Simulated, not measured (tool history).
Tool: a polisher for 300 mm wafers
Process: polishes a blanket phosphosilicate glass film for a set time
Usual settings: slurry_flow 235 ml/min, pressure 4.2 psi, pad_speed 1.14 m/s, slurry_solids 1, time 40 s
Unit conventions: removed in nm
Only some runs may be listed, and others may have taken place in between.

run	hour	slurry_flow	pressure	pad_speed	slurry_solids	time	incoming thickness of the incoming film, nm	removed
1	0	235	4.2	1.14	1	40	4279.7	424
# hour 48.3: slurry blender recalibrated
2	62.8	235	4.2	1.14	1	40	4321.4	430.4
# hour 135.5: head pressure recalibrated
# hour 169.9: worn pad replaced by a new one
# hour 199.5: conditioning disc replaced and pad reconditioned
3	203.6	235	4.2	1.14	1	40	4226.8	458.6
4	303.3	235	4.2	1.14	1	40	4288.4	452.6
5	367.9	285	4.2	1.14	1	40	4229.9	458.5
# hour 375.3: slurry blender recalibrated
6	431.3	285	4.2	1.14	1	40	4258.8	457.6
# hour 461: slurry nozzle cleaned
7	493.8	285	4.2	1.14	1	40	4299.5	445
# hour 558.3: worn pad replaced by a new one
8	574.7	235	4.2	1.14	1	40	4240.1	431.6
# hour 590.4: conditioning disc replaced and pad reconditioned
9	663.8	235	4.2	1.14	1	40	4310.3	424.4
# hour 695: slurry blender recalibrated
# hour 754.6: head pressure recalibrated
10	768.6	235	4.2	1.14	1	40	4241.6	464.8
11	830.3	235	4.2	1.14	1	40	4294.9	452.6
12	875.9	235	4.2	1.14	0.75	40	4347.2	404.5
# hour 887.6: conditioning disc replaced and pad reconditioned
# hour 907.8: slurry nozzle cleaned
# hour 915.2: worn pad replaced by a new one
13	938.6	165	4.2	0.8	1	30	4229.9	250.8
# hour 1038.1: slurry blender recalibrated
14	1040.1	235	2.9	1.14	0.9	40	4262.8	323.2
15	1110.8	190	4.9	1.14	1	40	4217.8	481.5
16	1218.7	235	4.2	1.14	1	50	4290.3	536.1
# hour 1230.9: conditioning disc replaced and pad reconditioned
# hour 1283.7: worn pad replaced by a new one
17	1286	235	4.2	1.14	1	40	4266	426.7

Run 18 is up next; what results do you expect?
# hour 1332: slurry nozzle cleaned
# hour 1363.5: head pressure recalibrated
18	1367.8	235	4.2	1.14	1	40	4257.9	?

Run 18 produced removed 459.4 nm.
Minus the tool's unlogged condition, the same run would have read removed 456.4 nm.
